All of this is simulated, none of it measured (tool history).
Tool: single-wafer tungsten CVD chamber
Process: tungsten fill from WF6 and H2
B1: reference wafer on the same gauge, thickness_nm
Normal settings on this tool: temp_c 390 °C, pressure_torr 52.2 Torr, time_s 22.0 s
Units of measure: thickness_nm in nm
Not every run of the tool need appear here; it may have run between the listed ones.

Run 1, day 0.000: usual settings but pressure_torr 62.3 Torr; B1 67.561. Result: thickness_nm 77.504 nm.
Run 2, day 1.800: usual settings but pressure_torr 62.3 Torr; B1 67.613. Result: thickness_nm 77.485 nm.
Run 3, day 3.746: usual settings but pressure_torr 62.3 Torr; B1 67.653. Result: thickness_nm 77.563 nm.
Run 4, day 6.446: usual settings; B1 67.799. Result: thickness_nm 72.796 nm.
Run 5, day 8.933: usual settings; B1 67.878. Result: thickness_nm 72.918 nm.
Run 6, day 10.258: usual settings; B1 67.915. Result: thickness_nm 72.708 nm.
Run 7, day 12.629: usual settings but pressure_torr 49.2 Torr; B1 67.955. Result: thickness_nm 71.353 nm.
Run 8, day 13.975: usual settings but pressure_torr 49.2 Torr; B1 68.002. Result: thickness_nm 71.583 nm.
Run 9, day 16.612: usual settings; B1 68.071. Result: thickness_nm 73.186 nm.
At day 17.838: capacitance manometer re-zeroed and calibrated.
At day 18.179: gauge calibrated.
At day 19.479: thermocouple changed; heater temperature recalibrated.
Run 10, day 19.500: usual settings but time_s 19.5 s; B1 67.605. Result: thickness_nm 64.521 nm.
At day 22.096: showerhead replaced.
Run 11, day 22.117: usual settings but temp_c 385 °C; B1 67.668. Result: thickness_nm 66.617 nm.
Run 12, day 22.812: usual settings; B1 67.720. Result: thickness_nm 72.591 nm.
Run 13, day 24.050: usual settings but pressure_torr 62.3 Torr; B1 67.745. Result: thickness_nm 77.626 nm.
Run 14, day 25.250: usual settings but temp_c 402 °C, pressure_torr 47.4 Torr, time_s 26.3 s; B1 67.754. Result: thickness_nm 103.192 nm.
Run 15, day 27.067: usual settings; B1 67.803. Result: thickness_nm 72.844 nm.
Run 16, day 28.312: usual settings but pressure_torr 63.9 Torr; B1 67.851. Result: thickness_nm 78.250 nm.
Run 17, day 30.450: usual settings but temp_c 394 °C, time_s 23.9 s; B1 67.916. Result: thickness_nm 85.120 nm.
Run 18, day 34.546: usual settings but temp_c 397 °C, pressure_torr 61.8 Torr, time_s 25.1 s; B1 68.050. Result: thickness_nm 100.195 nm.

Below are 3 alternative next runs, each starting from the tool's condition after run 18. Predict each:
Run A, day 34.562: usual settings; B1 ?. Result: thickness_nm ?.
Run B, day 34.562: usual settings but temp_c 384 °C, pressure_torr 44.4 Torr; B1 ?. Result: thickness_nm ?.
Run C, day 34.562: usual settings but temp_c 380 °C; B1 ?. Result: thickness_nm ?.

run      B1  thickness_nm
  A  68.034        73.159
  B  68.034        61.935
  C  68.034        60.995
Without the tool's unlogged condition, the same runs would have read:
run  thickness_nm
  A        72.679
  B        61.529
  C        60.594

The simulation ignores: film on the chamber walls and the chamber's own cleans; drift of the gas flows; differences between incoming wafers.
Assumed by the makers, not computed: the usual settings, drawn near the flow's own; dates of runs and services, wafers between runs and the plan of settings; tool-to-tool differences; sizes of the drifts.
